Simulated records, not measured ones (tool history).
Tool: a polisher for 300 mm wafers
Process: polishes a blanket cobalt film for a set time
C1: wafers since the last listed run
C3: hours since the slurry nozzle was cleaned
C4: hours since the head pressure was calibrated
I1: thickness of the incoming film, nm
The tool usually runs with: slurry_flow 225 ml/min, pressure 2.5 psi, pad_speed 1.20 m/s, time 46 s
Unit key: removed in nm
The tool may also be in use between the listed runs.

run 1 hour=0.0 | slurry_flow=225 pressure=2.5 pad_speed=1.34 time=46 | C1=0 wafers_polished_on_this_pad=471 C3=103.5 C4=288.2 | I1=965.9 | removed=343.0
run 2 hour=15.0 | slurry_flow=225 pressure=2.5 pad_speed=1.34 time=46 | C1=115 wafers_polished_on_this_pad=586 C3=118.5 C4=303.2 | I1=958.8 | removed=345.6
run 3 hour=30.6 | slurry_flow=225 pressure=2.5 pad_speed=1.34 time=46 | C1=119 wafers_polished_on_this_pad=706 C3=134.1 C4=318.8 | I1=963.9 | removed=339.9
-- hour=41.1 worn pad replaced by a new one
run 4 hour=42.7 | slurry_flow=225 pressure=2.5 pad_speed=1.20 time=46 | C1=62 wafers_polished_on_this_pad=12 C3=146.2 C4=330.9 | I1=966.4 | removed=307.5
run 5 hour=64.7 | slurry_flow=225 pressure=2.5 pad_speed=1.10 time=36 | C1=169 wafers_polished_on_this_pad=181 C3=168.2 C4=352.9 | I1=961.7 | removed=218.8
run 6 hour=94.2 | slurry_flow=225 pressure=2.5 pad_speed=1.10 time=36 | C1=226 wafers_polished_on_this_pad=407 C3=197.7 C4=382.4 | I1=963.3 | removed=219.5
run 7 hour=112.0 | slurry_flow=225 pressure=1.9 pad_speed=1.20 time=46 | C1=136 wafers_polished_on_this_pad=544 C3=215.5 C4=400.2 | I1=972.2 | removed=233.6
-- hour=141.7 worn pad replaced by a new one
run 8 hour=142.2 | slurry_flow=225 pressure=1.9 pad_speed=1.20 time=46 | C1=201 wafers_polished_on_this_pad=3 C3=245.7 C4=430.4 | I1=961.7 | removed=237.3
run 9 hour=159.5 | slurry_flow=225 pressure=1.9 pad_speed=1.20 time=46 | C1=132 wafers_polished_on_this_pad=136 C3=263.0 C4=447.7 | I1=951.5 | removed=236.4
run 10 hour=175.8 | slurry_flow=225 pressure=2.5 pad_speed=1.20 time=46 | C1=125 wafers_polished_on_this_pad=262 C3=279.3 C4=464.0 | I1=949.1 | removed=302.3
run 11 hour=194.4 | slurry_flow=225 pressure=2.5 pad_speed=1.20 time=46 | C1=142 wafers_polished_on_this_pad=405 C3=297.9 C4=482.6 | I1=967.9 | removed=300.9
run 12 hour=207.2 | slurry_flow=225 pressure=2.5 pad_speed=1.40 time=46 | C1=98 wafers_polished_on_this_pad=503 C3=310.7 C4=495.4 | I1=969.8 | removed=356.7
run 13 hour=234.7 | slurry_flow=180 pressure=2.8 pad_speed=1.20 time=59 | C1=211 wafers_polished_on_this_pad=714 C3=338.2 C4=522.9 | I1=953.5 | removed=415.6
-- hour=244.2 worn pad replaced by a new one
run 14 hour=254.5 | slurry_flow=275 pressure=2.5 pad_speed=1.20 time=46 | C1=121 wafers_polished_on_this_pad=79 C3=358.0 C4=542.7 | I1=951.8 | removed=306.1
run 15 hour=289.4 | slurry_flow=170 pressure=2.5 pad_speed=1.20 time=46 | C1=268 wafers_polished_on_this_pad=347 C3=392.9 C4=577.6 | I1=951.5 | removed=289.2
run 16 hour=322.1 | slurry_flow=225 pressure=3.1 pad_speed=1.20 time=46 | C1=251 wafers_polished_on_this_pad=598 C3=425.6 C4=610.3 | I1=967.7 | removed=363.8
-- hour=335.8 worn pad replaced by a new one
-- hour=348.4 slurry nozzle cleaned
run 17 hour=351.9 | slurry_flow=225 pressure=1.9 pad_speed=0.92 time=56 | C1=190 wafers_polished_on_this_pad=116 C3=3.5 C4=640.1 | I1=959.5 | removed=219.6
-- hour=353.9 head pressure recalibrated
run 18 hour=390.4 | slurry_flow=225 pressure=2.5 pad_speed=1.20 time=46 | C1=280 wafers_polished_on_this_pad=396 C3=42.0 C4=36.5 | I1=974.7 | removed=304.9
run 19 hour=426.2 | slurry_flow=225 pressure=2.5 pad_speed=1.20 time=46 | C1=275 wafers_polished_on_this_pad=672 C3=77.8 C4=72.3 | I1=966.5 | removed=302.3
-- hour=447.4 worn pad replaced by a new one
run 20 hour=456.4 | slurry_flow=245 pressure=1.6 pad_speed=1.20 time=34 | C1=201 wafers_polished_on_this_pad=69 C3=108.0 C4=102.5 | I1=938.2 | removed=149.2
run 21 hour=476.2 | slurry_flow=225 pressure=2.7 pad_speed=1.20 time=46 | C1=152 wafers_polished_on_this_pad=221 C3=127.8 C4=122.3 | I1=973.8 | removed=329.6
run 22 hour=498.5 | slurry_flow=225 pressure=2.5 pad_speed=1.20 time=46 | C1=171 wafers_polished_on_this_pad=392 C3=150.1 C4=144.6 | I1=963.4 | removed=309.7

5 options for the next run, each taken on its own from the tool as it stands now. Forecast them:
run A hour=498.9 | slurry_flow=225 pressure=2.5 pad_speed=1.20 time=36 | C1=3 wafers_polished_on_this_pad=395 C3=150.5 C4=145.0 | I1=959.2 | removed=?
run B hour=498.9 | slurry_flow=225 pressure=2.5 pad_speed=1.38 time=46 | C1=3 wafers_polished_on_this_pad=395 C3=150.5 C4=145.0 | I1=959.2 | removed=?
run C hour=498.9 | slurry_flow=250 pressure=2.0 pad_speed=1.20 time=57 | C1=3 wafers_polished_on_this_pad=395 C3=150.5 C4=145.0 | I1=959.2 | removed=?
run D hour=498.9 | slurry_flow=225 pressure=3.0 pad_speed=1.20 time=52 | C1=3 wafers_polished_on_this_pad=395 C3=150.5 C4=145.0 | I1=959.2 | removed=?
run E hour=498.9 | slurry_flow=225 pressure=2.5 pad_speed=0.92 time=46 | C1=3 wafers_polished_on_this_pad=395 C3=150.5 C4=145.0 | I1=959.2 | removed=?

run=A removed=241.8
run=B removed=355.3
run=C removed=314.0
run=D removed=414.6
run=E removed=236.8
The same runs, with their run-to-run variation unchanged, on a tool lacking any hidden condition would have given:
run=A removed=244.0
run=B removed=358.5
run=C removed=316.6
run=D removed=418.4
run=E removed=239.0

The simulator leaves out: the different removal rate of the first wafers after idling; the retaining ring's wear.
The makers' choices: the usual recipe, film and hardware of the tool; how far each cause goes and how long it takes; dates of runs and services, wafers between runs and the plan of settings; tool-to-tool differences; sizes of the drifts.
